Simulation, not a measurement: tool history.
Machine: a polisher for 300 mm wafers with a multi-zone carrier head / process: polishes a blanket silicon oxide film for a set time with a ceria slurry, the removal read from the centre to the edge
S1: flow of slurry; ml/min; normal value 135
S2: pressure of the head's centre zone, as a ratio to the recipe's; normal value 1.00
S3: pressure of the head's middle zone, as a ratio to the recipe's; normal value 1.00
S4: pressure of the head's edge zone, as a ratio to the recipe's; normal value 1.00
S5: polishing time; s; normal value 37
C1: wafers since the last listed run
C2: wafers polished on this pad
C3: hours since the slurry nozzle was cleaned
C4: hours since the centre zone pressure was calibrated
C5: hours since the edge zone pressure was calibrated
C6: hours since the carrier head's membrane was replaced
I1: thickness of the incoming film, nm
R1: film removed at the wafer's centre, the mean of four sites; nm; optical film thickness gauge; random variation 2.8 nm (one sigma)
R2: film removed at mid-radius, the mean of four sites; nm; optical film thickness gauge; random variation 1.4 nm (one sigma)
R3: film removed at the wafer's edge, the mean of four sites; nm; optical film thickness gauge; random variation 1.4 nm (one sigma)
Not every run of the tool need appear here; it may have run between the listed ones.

Run 1, day 0.000: usual settings but S3 1.08; C1 0; C2 987; C3 454.4; C4 455.5; C5 1286.4; C6 677.2; I1 952.7. Result: R1 203.9 nm, R2 218.3 nm, R3 210.3 nm.
Run 2, day 0.996: usual settings; C1 217; C2 1205; C3 478.3; C4 479.4; C5 1310.3; C6 701.1; I1 956.2. Result: R1 207.4 nm, R2 202.6 nm, R3 211.6 nm.
Run 3, day 2.029: usual settings; C1 225; C2 1431; C3 503.1; C4 504.2; C5 1335.1; C6 725.9; I1 940.9. Result: R1 203.4 nm, R2 204.9 nm, R3 211.3 nm.
At day 2.362: worn pad replaced by a new one.
At day 4.004: edge zone pressure recalibrated.
Run 4, day 6.021: usual settings; C1 818; C2 782; C3 598.9; C4 600.0; C5 48.4; C6 821.7; I1 954.6. Result: R1 196.7 nm, R2 203.3 nm, R3 210.5 nm.
Run 5, day 7.204: usual settings but S5 28 s; C1 258; C2 1040; C3 627.3; C4 628.4; C5 76.8; C6 850.1; I1 945.2. Result: R1 153.1 nm, R2 153.4 nm, R3 158.1 nm.
At day 7.988: centre zone pressure recalibrated.
Run 6, day 8.529: usual settings; C1 271; C2 1312; C3 659.1; C4 13.0; C5 108.6; C6 881.9; I1 939.6. Result: R1 198.4 nm, R2 201.0 nm, R3 209.0 nm.
Run 7, day 9.383: usual settings but S3 1.05; C1 186; C2 1499; C3 679.6; C4 33.5; C5 129.1; C6 902.4; I1 945.9. Result: R1 196.3 nm, R2 210.8 nm, R3 207.9 nm.
At day 9.571: worn pad replaced by a new one.
Run 8, day 9.912: usual settings but S5 46 s; C1 79; C2 74; C3 692.3; C4 46.2; C5 141.8; C6 915.1; I1 949.6. Result: R1 245.7 nm, R2 248.7 nm, R3 257.6 nm.
Run 9, day 10.779: usual settings; C1 189; C2 264; C3 713.1; C4 67.0; C5 162.6; C6 935.9; I1 961.5. Result: R1 201.4 nm, R2 202.4 nm, R3 210.1 nm.
Run 10, day 11.762: usual settings; C1 215; C2 479; C3 736.7; C4 90.6; C5 186.2; C6 959.5; I1 958.0. Result: R1 197.6 nm, R2 196.9 nm, R3 207.7 nm.
Run 11, day 12.300: usual settings but S1 115 ml/min, S5 32 s; C1 117; C2 596; C3 749.6; C4 103.5; C5 199.1; C6 972.4; I1 954.3. Result: R1 160.8 nm, R2 165.1 nm, R3 172.0 nm.
At day 13.112: slurry nozzle cleaned.
Run 12, day 13.317: usual settings but S2 0.89; C1 213; C2 810; C3 4.9; C4 127.9; C5 223.5; C6 996.8; I1 962.6. Result: R1 189.8 nm, R2 217.4 nm, R3 215.1 nm.
At day 14.683: carrier head's membrane replaced by a new one.
Run 13, day 14.804: usual settings but S1 170 ml/min, S4 1.10; C1 279; C2 1089; C3 40.6; C4 163.6; C5 259.2; C6 2.9; I1 969.4. Result: R1 225.8 nm, R2 222.6 nm, R3 233.4 nm.
At day 15.404: worn pad replaced by a new one.
Run 14, day 16.038: usual settings; C1 233; C2 138; C3 70.2; C4 193.2; C5 288.8; C6 32.5; I1 945.6. Result: R1 210.6 nm, R2 213.5 nm, R3 216.4 nm.
Run 15, day 17.146: usual settings but S2 0.97, S4 0.95; C1 242; C2 380; C3 96.8; C4 219.8; C5 315.4; C6 59.1; I1 963.7. Result: R1 204.4 nm, R2 212.4 nm, R3 211.7 nm.
Run 16, day 17.658: usual settings but S3 0.92, S5 28 s; C1 112; C2 492; C3 109.1; C4 232.1; C5 327.7; C6 71.4; I1 949.8. Result: R1 160.5 nm, R2 149.4 nm, R3 162.9 nm.
Run 17, day 18.838: usual settings but S1 115 ml/min, S2 1.08; C1 257; C2 750; C3 137.4; C4 260.4; C5 356.0; C6 99.7; I1 946.1. Result: R1 217.8 nm, R2 205.7 nm, R3 209.0 nm.
Run 18, day 19.454: usual settings; C1 134; C2 885; C3 152.2; C4 275.2; C5 370.8; C6 114.5; I1 962.5. Result: R1 212.2 nm, R2 212.6 nm, R3 217.1 nm.
Run 19, day 20.646: usual settings but S1 170 ml/min; C1 260; C2 1145; C3 180.8; C4 303.8; C5 399.4; C6 143.1; I1 953.6. Result: R1 227.6 nm, R2 221.1 nm, R3 223.0 nm.
At day 20.900: worn pad replaced by a new one.
Run 20, day 21.750: usual settings; C1 205; C2 185; C3 207.3; C4 330.3; C5 425.9; C6 169.6; I1 931.4. Result: R1 206.4 nm, R2 210.2 nm, R3 217.7 nm.
Run 21, day 22.283: usual settings but S1 155 ml/min, S3 1.08; C1 116; C2 302; C3 220.1; C4 343.1; C5 438.7; C6 182.4; I1 958.8. Result: R1 216.3 nm, R2 231.3 nm, R3 220.9 nm.
Run 22, day 23.304: usual settings but S1 110 ml/min, S2 0.95, S5 26 s; C1 223; C2 525; C3 244.6; C4 367.6; C5 463.2; C6 206.9; I1 937.2. Result: R1 133.5 nm, R2 140.3 nm, R3 145.3 nm.

Alternative continuations, all from the tool just after run 22; predict every row:
Run A, day 23.321: usual settings but S1 145 ml/min; C1 3; C2 529; C3 245.0; C4 368.0; C5 463.6; C6 207.3; I1 949.1. Result: R1 ?, R2 ?, R3 ?.
Run B, day 23.321: usual settings but S4 1.11, S5 43 s; C1 3; C2 529; C3 245.0; C4 368.0; C5 463.6; C6 207.3; I1 949.1. Result: R1 ?, R2 ?, R3 ?.
Run C, day 23.321: usual settings but S3 0.93, S5 50 s; C1 3; C2 529; C3 245.0; C4 368.0; C5 463.6; C6 207.3; I1 949.1. Result: R1 ?, R2 ?, R3 ?.
Run D, day 23.321: usual settings but S2 1.11, S3 1.10, S4 0.92; C1 3; C2 529; C3 245.0; C4 368.0; C5 463.6; C6 207.3; I1 949.1. Result: R1 ?, R2 ?, R3 ?.

run     R1     R2     R3
  A  216.3  213.2  218.6
  B  246.5  243.5  264.3
  C  286.5  266.4  292.1
  D  235.8  227.1  207.3
Without the tool's unlogged condition, the same runs would have read:
run     R1     R2     R3
  A  220.5  216.8  221.2
  B  251.7  248.0  267.7
  C  292.5  271.3  295.9
  D  240.7  231.3  210.0
